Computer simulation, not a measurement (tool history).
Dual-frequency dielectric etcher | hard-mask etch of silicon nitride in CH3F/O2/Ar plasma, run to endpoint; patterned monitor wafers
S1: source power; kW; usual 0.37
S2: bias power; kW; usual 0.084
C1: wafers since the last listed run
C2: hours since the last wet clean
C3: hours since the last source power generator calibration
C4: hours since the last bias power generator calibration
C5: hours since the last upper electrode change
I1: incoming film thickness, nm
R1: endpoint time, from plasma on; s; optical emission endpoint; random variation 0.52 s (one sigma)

run,hour,S1,S2,C1,C2,C3,C4,C5,I1,R1
1,0,0.42,0.084,0,388.7,2580.4,3016.3,2876.4,56.3,78.3
2,16.5,0.37,0.084,171,405.2,2596.9,3032.8,2892.9,56.2,82.4
3,31.2,0.37,0.084,152,419.9,2611.6,3047.5,2907.6,55.7,82.4
4,45.5,0.37,0.084,148,434.2,2625.9,3061.8,2921.9,56.4,82.1
5,63.2,0.37,0.084,183,451.9,2643.6,3079.5,2939.6,55.9,82.7
6,76.4,0.37,0.084,137,465.1,2656.8,3092.7,2952.8,56.3,82
7,87.9,0.37,0.074,119,476.6,2668.3,3104.2,2964.3,56.4,86.9
8,100.5,0.37,0.074,130,489.2,2680.9,3116.8,2976.9,56.3,86.1
9,142.6,0.37,0.074,437,531.3,2723,3158.9,3019,55.6,86.3
# hour 168.4: upper electrode replaced
10,168.9,0.34,0.084,23,557.6,2749.3,3185.2,0.5,56.2,86.7
11,182.9,0.34,0.084,145,571.6,2763.3,3199.2,14.5,55.9,86
12,198.3,0.32,0.084,159,587,2778.7,3214.6,29.9,56.2,89.1
13,206.7,0.32,0.084,87,595.4,2787.1,3223,38.3,56.4,89.3
14,220.9,0.32,0.084,147,609.6,2801.3,3237.2,52.5,55.5,89.1
# hour 241.6: source power generator calibrated
# hour 252: wet clean of the chamber
15,252.5,0.39,0.084,178,0.5,10.9,3268.8,84.1,55.8,76.5
16,252.8,0.4,0.067,3,0.8,11.2,3269.1,84.4,56.7,81.7
17,253.2,0.37,0.084,4,1.2,11.6,3269.5,84.8,56.1,78.8
18,253.5,0.37,0.084,3,1.5,11.9,3269.8,85.1,56.1,78.7
19,263.9,0.3,0.068,108,11.9,22.3,3280.2,95.5,56.3,92
20,280.2,0.45,0.084,169,28.2,38.6,3296.5,111.8,55.6,71.8
21,291.3,0.37,0.065,115,39.3,49.7,3307.6,122.9,56.1,86.5
22,301.4,0.45,0.064,104,49.4,59.8,3317.7,133,55.4,78
# hour 333.3: bias power generator calibrated
23,335.8,0.41,0.09,315,83.8,94.2,2.5,167.4,55.5,73.7
24,350.8,0.29,0.092,155,98.8,109.2,17.5,182.4,56,86.1
25,365,0.32,0.093,147,113,123.4,31.7,196.6,56,81.4
26,377.5,0.37,0.084,129,125.5,135.9,44.2,209.1,55.9,78.3
27,386.9,0.28,0.064,97,134.9,145.3,53.6,218.5,56.1,98.2
28,403.8,0.37,0.084,175,151.8,162.2,70.5,235.4,56.4,81
29,415.8,0.4,0.091,124,163.8,174.2,82.5,247.4,55.7,74.2
30,424.4,0.45,0.075,89,172.4,182.8,91.1,256,56.1,76
31,432.8,0.42,0.098,87,180.8,191.2,99.5,264.4,55.7,72.2
32,442.1,0.41,0.084,96,190.1,200.5,108.8,273.7,56.2,76.4
33,459.6,0.41,0.064,181,207.6,218,126.3,291.2,56,82.9
34,472.7,0.37,0.084,136,220.7,231.1,139.4,304.3,55.3,80
35,512.8,0.41,0.092,416,260.8,271.2,179.5,344.4,55.6,74.6
36,530.2,0.37,0.071,180,278.2,288.6,196.9,361.8,55.5,83.5

Some steps in R1 between neighbouring runs. How much of each would the tool show without its hidden state too (settings, what came in, random variation), and how much is left for the hidden state, with any gauge scatter that isn't in both results?
The hidden state here: etch rate over this chamber's usual, %; source power that arrives over what is set, %; bias power that arrives over what is set, %.
Run 1 -> 2: S1 0.42 -> 0.37. R1 +4.1 s: hidden state +0.4, all else +3.7.
Run 6 -> 7: S2 0.084 -> 0.074. R1 +4.9 s: hidden state +0.4, all else +4.5.
Run 14 -> 15: S1 0.32 -> 0.39, source power generator calibrated, wet clean of the chamber. R1 -12.6 s: hidden state -4.7, all else -7.9.
Run 19 -> 20: S1 0.3 -> 0.45, S2 0.068 -> 0.084. R1 -20.2 s: hidden state +0.1, all else -20.3.
Run 26 -> 27: S1 0.37 -> 0.28, S2 0.084 -> 0.064. R1 +19.9 s: hidden state +0.1, all else +19.8.
Run 27 -> 28: S1 0.28 -> 0.37, S2 0.064 -> 0.084. R1 -17.2 s: hidden state +0, all else -17.2.
